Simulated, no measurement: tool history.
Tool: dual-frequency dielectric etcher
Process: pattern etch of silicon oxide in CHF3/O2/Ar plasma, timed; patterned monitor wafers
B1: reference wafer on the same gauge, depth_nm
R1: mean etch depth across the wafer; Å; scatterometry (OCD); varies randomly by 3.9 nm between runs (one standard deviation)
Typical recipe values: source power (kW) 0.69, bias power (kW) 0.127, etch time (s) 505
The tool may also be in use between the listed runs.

run 1 hour=0 | source_power_(kW)=0.69 bias_power_(kW)=0.127 etch_time_(s)=505 | B1=1046.5 | R1=9049
run 2 hour=32.6 | source_power_(kW)=0.69 bias_power_(kW)=0.127 etch_time_(s)=505 | B1=1046.3 | R1=8976
run 3 hour=61.7 | source_power_(kW)=0.69 bias_power_(kW)=0.127 etch_time_(s)=505 | B1=1044.1 | R1=9004
-- hour=84 bias power generator calibrated
run 4 hour=135.1 | source_power_(kW)=0.69 bias_power_(kW)=0.127 etch_time_(s)=505 | B1=1041.9 | R1=8990
run 5 hour=164.7 | source_power_(kW)=0.69 bias_power_(kW)=0.127 etch_time_(s)=505 | B1=1039.2 | R1=8986
run 6 hour=190 | source_power_(kW)=0.69 bias_power_(kW)=0.155 etch_time_(s)=505 | B1=1039.8 | R1=9430
run 7 hour=206.7 | source_power_(kW)=0.69 bias_power_(kW)=0.127 etch_time_(s)=505 | B1=1039.2 | R1=9052
run 8 hour=228.6 | source_power_(kW)=0.84 bias_power_(kW)=0.108 etch_time_(s)=584.5 | B1=1037.6 | R1=10548
-- hour=266.5 source power generator calibrated
run 9 hour=267 | source_power_(kW)=0.69 bias_power_(kW)=0.127 etch_time_(s)=505 | B1=1037 | R1=8962
run 10 hour=279.4 | source_power_(kW)=0.54 bias_power_(kW)=0.15 etch_time_(s)=570 | B1=1035.9 | R1=9820
run 11 hour=298.6 | source_power_(kW)=0.69 bias_power_(kW)=0.153 etch_time_(s)=402.5 | B1=1035 | R1=7485
-- hour=322.7 wet clean of the chamber
run 12 hour=323.2 | source_power_(kW)=0.69 bias_power_(kW)=0.127 etch_time_(s)=505 | B1=1033.3 | R1=8943
-- hour=329.1 gauge calibrated
-- hour=367.4 upper electrode replaced
run 13 hour=367.9 | source_power_(kW)=0.69 bias_power_(kW)=0.105 etch_time_(s)=395 | B1=1076.1 | R1=6973
run 14 hour=368.4 | source_power_(kW)=0.65 bias_power_(kW)=0.127 etch_time_(s)=383 | B1=1075 | R1=6889
run 15 hour=374.2 | source_power_(kW)=0.69 bias_power_(kW)=0.127 etch_time_(s)=505 | B1=1074.7 | R1=9263

Run 16, settings as shown, results not yet in. Your forecast:
run 16 hour=397.2 | source_power_(kW)=0.75 bias_power_(kW)=0.141 etch_time_(s)=434.5 | B1=? | R1=?

Logged for run 16: B1 1073.4, R1 8403 Å.
On a tool with no hidden condition, and with the same random variation, this run would have come out at R1 8423 Å.
